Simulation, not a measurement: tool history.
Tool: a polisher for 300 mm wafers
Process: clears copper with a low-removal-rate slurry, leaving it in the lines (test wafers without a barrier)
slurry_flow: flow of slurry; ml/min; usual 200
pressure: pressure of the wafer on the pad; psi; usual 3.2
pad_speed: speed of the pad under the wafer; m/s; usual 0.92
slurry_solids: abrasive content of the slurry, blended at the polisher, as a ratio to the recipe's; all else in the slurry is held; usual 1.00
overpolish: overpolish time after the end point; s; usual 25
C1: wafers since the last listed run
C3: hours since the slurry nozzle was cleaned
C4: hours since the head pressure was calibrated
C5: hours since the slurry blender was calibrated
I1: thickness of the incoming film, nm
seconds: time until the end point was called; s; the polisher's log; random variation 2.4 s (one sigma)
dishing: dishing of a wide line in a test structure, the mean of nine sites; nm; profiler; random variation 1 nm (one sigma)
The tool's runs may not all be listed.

{"run": 1, "day": 0.0, "slurry_flow": 200, "pressure": 3.2, "pad_speed": 0.92, "slurry_solids": 1.0, "overpolish": 25, "C1": 0, "wafers polished on this pad": 711, "C3": 135.1, "C4": 611.6, "C5": 5.7, "I1": 426.1, "seconds": 158.7, "dishing": 47.6}
{"run": 2, "day": 1.292, "slurry_flow": 200, "pressure": 3.2, "pad_speed": 1.02, "slurry_solids": 1.0, "overpolish": 25, "C1": 282, "wafers polished on this pad": 994, "C3": 166.1, "C4": 642.6, "C5": 36.7, "I1": 437.2, "seconds": 155.3, "dishing": 48.4}
{"day": 1.6, "done": "worn pad replaced by a new one"}
{"run": 3, "day": 2.362, "slurry_flow": 200, "pressure": 3.2, "pad_speed": 1.02, "slurry_solids": 1.0, "overpolish": 25, "C1": 197, "wafers polished on this pad": 166, "C3": 191.8, "C4": 668.3, "C5": 62.4, "I1": 422.7, "seconds": 130.8, "dishing": 53.0}
{"run": 4, "day": 3.496, "slurry_flow": 200, "pressure": 3.2, "pad_speed": 1.02, "slurry_solids": 1.0, "overpolish": 25, "C1": 248, "wafers polished on this pad": 414, "C3": 219.0, "C4": 695.5, "C5": 89.6, "I1": 433.3, "seconds": 137.3, "dishing": 50.7}
{"run": 5, "day": 4.588, "slurry_flow": 180, "pressure": 3.2, "pad_speed": 0.92, "slurry_solids": 1.0, "overpolish": 25, "C1": 238, "wafers polished on this pad": 653, "C3": 245.2, "C4": 721.7, "C5": 115.8, "I1": 430.3, "seconds": 159.5, "dishing": 47.7}
{"day": 5.808, "done": "worn pad replaced by a new one"}
{"day": 6.158, "done": "slurry blender recalibrated"}
{"run": 6, "day": 7.196, "slurry_flow": 200, "pressure": 3.2, "pad_speed": 0.86, "slurry_solids": 1.0, "overpolish": 25, "C1": 516, "wafers polished on this pad": 285, "C3": 307.8, "C4": 784.3, "C5": 24.9, "I1": 432.6, "seconds": 159.1, "dishing": 46.5}
{"day": 7.7, "done": "slurry nozzle cleaned"}
{"run": 7, "day": 8.575, "slurry_flow": 200, "pressure": 3.2, "pad_speed": 0.86, "slurry_solids": 1.0, "overpolish": 25, "C1": 292, "wafers polished on this pad": 578, "C3": 21.0, "C4": 817.4, "C5": 58.0, "I1": 422.7, "seconds": 166.2, "dishing": 46.1}
{"run": 8, "day": 9.467, "slurry_flow": 200, "pressure": 3.0, "pad_speed": 0.92, "slurry_solids": 1.0, "overpolish": 25, "C1": 195, "wafers polished on this pad": 773, "C3": 42.4, "C4": 838.8, "C5": 79.4, "I1": 433.5, "seconds": 174.7, "dishing": 42.9}
{"day": 9.996, "done": "worn pad replaced by a new one"}
{"run": 9, "day": 10.758, "slurry_flow": 200, "pressure": 3.2, "pad_speed": 0.92, "slurry_solids": 1.0, "overpolish": 25, "C1": 246, "wafers polished on this pad": 166, "C3": 73.4, "C4": 869.8, "C5": 110.4, "I1": 429.3, "seconds": 155.1, "dishing": 48.2}
{"run": 10, "day": 11.296, "slurry_flow": 200, "pressure": 3.2, "pad_speed": 0.92, "slurry_solids": 1.0, "overpolish": 25, "C1": 117, "wafers polished on this pad": 284, "C3": 86.3, "C4": 882.7, "C5": 123.3, "I1": 434.4, "seconds": 157.6, "dishing": 48.7}
{"run": 11, "day": 12.154, "slurry_flow": 200, "pressure": 3.2, "pad_speed": 0.92, "slurry_solids": 0.95, "overpolish": 25, "C1": 187, "wafers polished on this pad": 472, "C3": 106.9, "C4": 903.3, "C5": 143.9, "I1": 431.3, "seconds": 164.0, "dishing": 45.8}
{"day": 12.712, "done": "slurry blender recalibrated"}
{"run": 12, "day": 13.621, "slurry_flow": 200, "pressure": 3.2, "pad_speed": 0.92, "slurry_solids": 1.0, "overpolish": 25, "C1": 302, "wafers polished on this pad": 774, "C3": 142.1, "C4": 938.5, "C5": 21.8, "I1": 437.7, "seconds": 170.9, "dishing": 44.6}
{"run": 13, "day": 14.162, "slurry_flow": 200, "pressure": 3.2, "pad_speed": 0.92, "slurry_solids": 1.0, "overpolish": 25, "C1": 118, "wafers polished on this pad": 893, "C3": 155.1, "C4": 951.5, "C5": 34.8, "I1": 428.1, "seconds": 172.3, "dishing": 45.1}
{"day": 15.012, "done": "worn pad replaced by a new one"}
{"run": 14, "day": 15.608, "slurry_flow": 200, "pressure": 3.2, "pad_speed": 0.78, "slurry_solids": 1.0, "overpolish": 25, "C1": 279, "wafers polished on this pad": 130, "C3": 189.8, "C4": 986.2, "C5": 69.5, "I1": 428.8, "seconds": 172.2, "dishing": 41.3}
{"run": 15, "day": 16.2, "slurry_flow": 200, "pressure": 3.2, "pad_speed": 0.92, "slurry_solids": 1.0, "overpolish": 25, "C1": 129, "wafers polished on this pad": 259, "C3": 204.0, "C4": 1000.4, "C5": 83.7, "I1": 431.0, "seconds": 154.6, "dishing": 48.8}
{"day": 17.217, "done": "head pressure recalibrated"}
{"run": 16, "day": 17.554, "slurry_flow": 225, "pressure": 2.3, "pad_speed": 1.18, "slurry_solids": 1.25, "overpolish": 25, "C1": 278, "wafers polished on this pad": 537, "C3": 236.5, "C4": 8.1, "C5": 116.2, "I1": 431.7, "seconds": 147.8, "dishing": 49.3}
{"day": 18.046, "done": "slurry blender recalibrated"}
{"run": 17, "day": 19.004, "slurry_flow": 200, "pressure": 3.9, "pad_speed": 0.92, "slurry_solids": 1.15, "overpolish": 36, "C1": 299, "wafers polished on this pad": 836, "C3": 271.3, "C4": 42.9, "C5": 23.0, "I1": 427.9, "seconds": 119.8, "dishing": 76.5}
{"day": 19.512, "done": "worn pad replaced by a new one"}
{"run": 18, "day": 19.971, "slurry_flow": 200, "pressure": 3.2, "pad_speed": 0.86, "slurry_solids": 1.0, "overpolish": 25, "C1": 175, "wafers polished on this pad": 99, "C3": 294.5, "C4": 66.1, "C5": 46.2, "I1": 428.3, "seconds": 144.3, "dishing": 49.8}
{"run": 19, "day": 21.142, "slurry_flow": 200, "pressure": 2.2, "pad_speed": 0.92, "slurry_solids": 1.0, "overpolish": 25, "C1": 256, "wafers polished on this pad": 356, "C3": 322.6, "C4": 94.2, "C5": 74.3, "I1": 432.5, "seconds": 207.2, "dishing": 38.0}
{"run": 20, "day": 21.929, "slurry_flow": 200, "pressure": 3.5, "pad_speed": 0.92, "slurry_solids": 1.0, "overpolish": 34, "C1": 172, "wafers polished on this pad": 528, "C3": 341.5, "C4": 113.1, "C5": 93.2, "I1": 427.6, "seconds": 129.7, "dishing": 70.3}
{"run": 21, "day": 22.542, "slurry_flow": 200, "pressure": 3.2, "pad_speed": 0.92, "slurry_solids": 1.0, "overpolish": 33, "C1": 134, "wafers polished on this pad": 662, "C3": 356.2, "C4": 127.8, "C5": 107.9, "I1": 432.0, "seconds": 146.3, "dishing": 62.9}
{"day": 22.967, "done": "slurry nozzle cleaned"}
{"run": 22, "day": 23.042, "slurry_flow": 200, "pressure": 3.2, "pad_speed": 0.92, "slurry_solids": 1.0, "overpolish": 40, "C1": 100, "wafers polished on this pad": 762, "C3": 1.8, "C4": 139.8, "C5": 119.9, "I1": 425.7, "seconds": 148.6, "dishing": 68.8}

5 ways to go on from here, each from the tool as it stands after run 22. What would each give?
{"run": "A", "day": 23.062, "slurry_flow": 240, "pressure": 3.2, "pad_speed": 0.92, "slurry_solids": 1.0, "overpolish": 25, "C1": 4, "wafers polished on this pad": 767, "C3": 2.3, "C4": 140.3, "C5": 120.4, "I1": 431.9, "seconds": "?", "dishing": "?"}
{"run": "B", "day": 23.062, "slurry_flow": 225, "pressure": 2.6, "pad_speed": 0.92, "slurry_solids": 1.0, "overpolish": 25, "C1": 4, "wafers polished on this pad": 767, "C3": 2.3, "C4": 140.3, "C5": 120.4, "I1": 431.9, "seconds": "?", "dishing": "?"}
{"run": "C", "day": 23.062, "slurry_flow": 155, "pressure": 3.2, "pad_speed": 0.84, "slurry_solids": 1.15, "overpolish": 25, "C1": 4, "wafers polished on this pad": 767, "C3": 2.3, "C4": 140.3, "C5": 120.4, "I1": 431.9, "seconds": "?", "dishing": "?"}
{"run": "D", "day": 23.062, "slurry_flow": 200, "pressure": 3.8, "pad_speed": 0.92, "slurry_solids": 1.0, "overpolish": 25, "C1": 4, "wafers polished on this pad": 767, "C3": 2.3, "C4": 140.3, "C5": 120.4, "I1": 431.9, "seconds": "?", "dishing": "?"}
{"run": "E", "day": 23.062, "slurry_flow": 200, "pressure": 3.2, "pad_speed": 0.92, "slurry_solids": 0.7, "overpolish": 25, "C1": 4, "wafers polished on this pad": 767, "C3": 2.3, "C4": 140.3, "C5": 120.4, "I1": 431.9, "seconds": "?", "dishing": "?"}

run=A seconds=148.9 dishing=51.3
run=B seconds=184.7 dishing=42.8
run=C seconds=166.9 dishing=46.9
run=D seconds=128.4 dishing=58.0
run=E seconds=167.6 dishing=46.7
Without the tool's hidden state the same runs would have given:
run=A seconds=135.0 dishing=55.3
run=B seconds=167.5 dishing=46.3
run=C seconds=151.3 dishing=50.7
run=D seconds=116.4 dishing=62.4
run=E seconds=152.0 dishing=50.5

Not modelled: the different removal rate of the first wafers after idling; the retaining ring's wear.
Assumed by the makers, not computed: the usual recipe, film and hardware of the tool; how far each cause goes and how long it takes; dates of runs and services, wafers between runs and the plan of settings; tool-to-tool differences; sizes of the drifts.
